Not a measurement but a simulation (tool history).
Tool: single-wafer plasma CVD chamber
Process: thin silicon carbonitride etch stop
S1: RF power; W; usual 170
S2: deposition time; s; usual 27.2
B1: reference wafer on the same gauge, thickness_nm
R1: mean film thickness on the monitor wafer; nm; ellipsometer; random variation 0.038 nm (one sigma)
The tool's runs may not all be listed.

run   hour   S1    S2      B1      R1
  1      0  170  27.2  13.701  13.516
  2     40  170  27.2   13.71  13.471
  3     68  160  27.2  13.687  13.086
  4  128.6  160  27.2  13.696  13.147
  5  155.3  160  27.2  13.707  13.153
  6  221.7  170  27.2  13.711  13.464
  7  252.1  170  27.2   13.71   13.51
  8  301.4  155  29.7  13.713  14.086
  9    367  170    26  13.714   12.83
     382.8  -- showerhead replaced
 10  428.5  170    26  13.701  12.848
 11  458.7  180  29.1    13.7  14.687
 12  491.2  145  22.8  13.696  10.552
     512.4  -- gauge calibrated
     520.5  -- thermocouple changed; heater temperature recalibrated
 13    529  145  29.5  13.695  13.589
 14  563.3  170  27.2  13.703  13.419
     606.9  -- RF generator calibrated
 15  614.5  140    22  13.703   9.747
 16  650.2  155  31.7  13.696  14.699
 17  693.7  145  30.5  13.694  13.727
     755.5  -- RF generator calibrated, repeated, since the last time left the tool worse
 18    763  170  27.2  13.711   13.68
 19  828.3  180  31.7  13.701  16.297
 20  875.3  160  27.2  13.693  13.328

The tool's hidden state at each run:
wafer temperature above the value expected at the setpoint (K): 0 in every run
gauge reads high (%): 0 in every run
H1: delivered RF power above the setpoint (%)
run      H1
  1   -3.83
  2   -3.95
  3   -4.04
  4   -4.23
  5   -4.32
  6   -4.53
  7   -4.62
  8   -4.78
  9   -4.99
 10   -5.18
 11   -5.27
 12   -5.38
 13    -5.5
 14    -5.6
 15   -9.96
 16   -10.1
 17   -10.2
 18   -0.48
 19  -0.686
 20  -0.834

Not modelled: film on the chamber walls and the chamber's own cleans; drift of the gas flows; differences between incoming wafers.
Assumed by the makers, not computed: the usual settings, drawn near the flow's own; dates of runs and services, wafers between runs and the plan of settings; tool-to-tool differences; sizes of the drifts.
